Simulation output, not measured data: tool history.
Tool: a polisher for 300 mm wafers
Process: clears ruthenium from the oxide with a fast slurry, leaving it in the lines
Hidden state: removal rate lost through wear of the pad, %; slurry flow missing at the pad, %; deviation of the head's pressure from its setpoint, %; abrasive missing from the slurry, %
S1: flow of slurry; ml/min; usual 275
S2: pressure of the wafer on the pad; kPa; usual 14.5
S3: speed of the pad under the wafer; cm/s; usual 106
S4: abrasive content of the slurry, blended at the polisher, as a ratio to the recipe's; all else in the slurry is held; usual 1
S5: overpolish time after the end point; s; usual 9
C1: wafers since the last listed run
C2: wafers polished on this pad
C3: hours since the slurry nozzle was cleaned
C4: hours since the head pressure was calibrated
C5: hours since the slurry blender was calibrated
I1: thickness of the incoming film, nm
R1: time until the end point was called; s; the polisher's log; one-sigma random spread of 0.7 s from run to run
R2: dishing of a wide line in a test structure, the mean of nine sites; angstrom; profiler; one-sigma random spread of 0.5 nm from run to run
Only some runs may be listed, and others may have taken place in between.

run,hour,S1,S2,S3,S4,S5,C1,C2,C3,C4,C5,I1,R1,R2
1,0,275,14.5,106,1,9,0,732,4.8,120.2,43.5,237.6,69.1,286
# hour 16: worn pad replaced by a new one
2,16.5,275,14.5,106,1,9,77,3,21.3,136.7,60,241.4,70.9,277
3,27.7,275,14.5,106,1,9,69,72,32.5,147.9,71.2,242.6,71.8,280
4,62,275,16.5,106,1,9,213,285,66.8,182.2,105.5,240.4,62.3,320
5,79.5,275,16.5,106,1,9,108,394,84.3,199.7,123,238.3,60.7,314
6,102,275,16.5,106,1,9,139,534,106.8,222.2,145.5,243.9,62.8,312
7,135,275,15.9,106,1,9,205,739,139.8,255.2,178.5,240.3,65.2,295
# hour 152.6: worn pad replaced by a new one
8,156.3,275,15.9,106,1,9,107,23,161.1,276.5,199.8,239.1,63.8,294
9,175.9,275,15.9,106,1,9,121,144,180.7,296.1,219.4,235.2,64.6,290
10,193.2,275,14.5,106,1,9,107,252,198,313.4,236.7,237.5,71.9,272
11,228.5,275,14.5,106,1,9,219,471,233.3,348.7,272,241.1,72.5,262
# hour 240.6: head pressure recalibrated
12,252,275,14.5,106,1,9,133,605,256.8,11.4,295.5,237,70.9,267
# hour 269.4: slurry blender recalibrated
13,281.1,275,14.5,106,0.9,9,168,773,285.9,40.5,11.7,236.7,74.8,257
# hour 294.7: worn pad replaced by a new one
14,303.7,275,14.5,130,0.85,5,115,55,308.5,63.1,34.3,239.6,62.4,179
# hour 318.2: slurry nozzle cleaned
15,333.6,275,15.9,106,1,9,179,235,15.4,93,64.2,242.7,63.7,301
16,359.4,275,14.5,106,1.25,5,160,395,41.2,118.8,90,243.2,64.7,167
17,394.1,275,12.4,132,1.3,6,215,611,75.9,153.5,124.7,245.2,61.6,219
18,421.2,275,14.5,72,1,11,168,779,103,180.6,151.8,244.5,105.4,233
# hour 426.6: worn pad replaced by a new one
19,438.9,320,14.5,68,1,9,85,76,120.7,198.3,169.5,240.6,111.7,182
20,470.4,365,12.4,106,0.75,13,195,271,152.2,229.8,201,244.1,92.6,312
21,505.1,275,10.3,106,1,9,215,487,186.9,264.5,235.7,241.6,100.6,195
22,539.8,235,18.6,106,0.85,7,215,702,221.6,299.2,270.4,240.4,61.3,259
# hour 558.8: worn pad replaced by a new one
23,564.9,275,14.5,118,1,9,131,38,246.7,324.3,295.5,240.7,64.8,304

Predict each of these 4 candidate next runs independently; none follows another, all start after run 23:
A,565.4,275,14.5,106,1,9,3,41,247.2,324.8,296,242.7,?,?
B,565.4,275,14.5,82,1,9,3,41,247.2,324.8,296,242.7,?,?
C,565.4,275,14.5,142,1,9,3,41,247.2,324.8,296,242.7,?,?
D,565.4,340,14.5,106,0.85,9,3,41,247.2,324.8,296,242.7,?,?

run,R1,R2
A,72.8,273
B,94.1,215
C,54.4,357
D,75.9,262
The same runs, with their run-to-run variation unchanged, on a tool lacking any hidden condition would have given:
run,R1,R2
A,70,283
B,90.5,223
C,52.3,369
D,73.4,271

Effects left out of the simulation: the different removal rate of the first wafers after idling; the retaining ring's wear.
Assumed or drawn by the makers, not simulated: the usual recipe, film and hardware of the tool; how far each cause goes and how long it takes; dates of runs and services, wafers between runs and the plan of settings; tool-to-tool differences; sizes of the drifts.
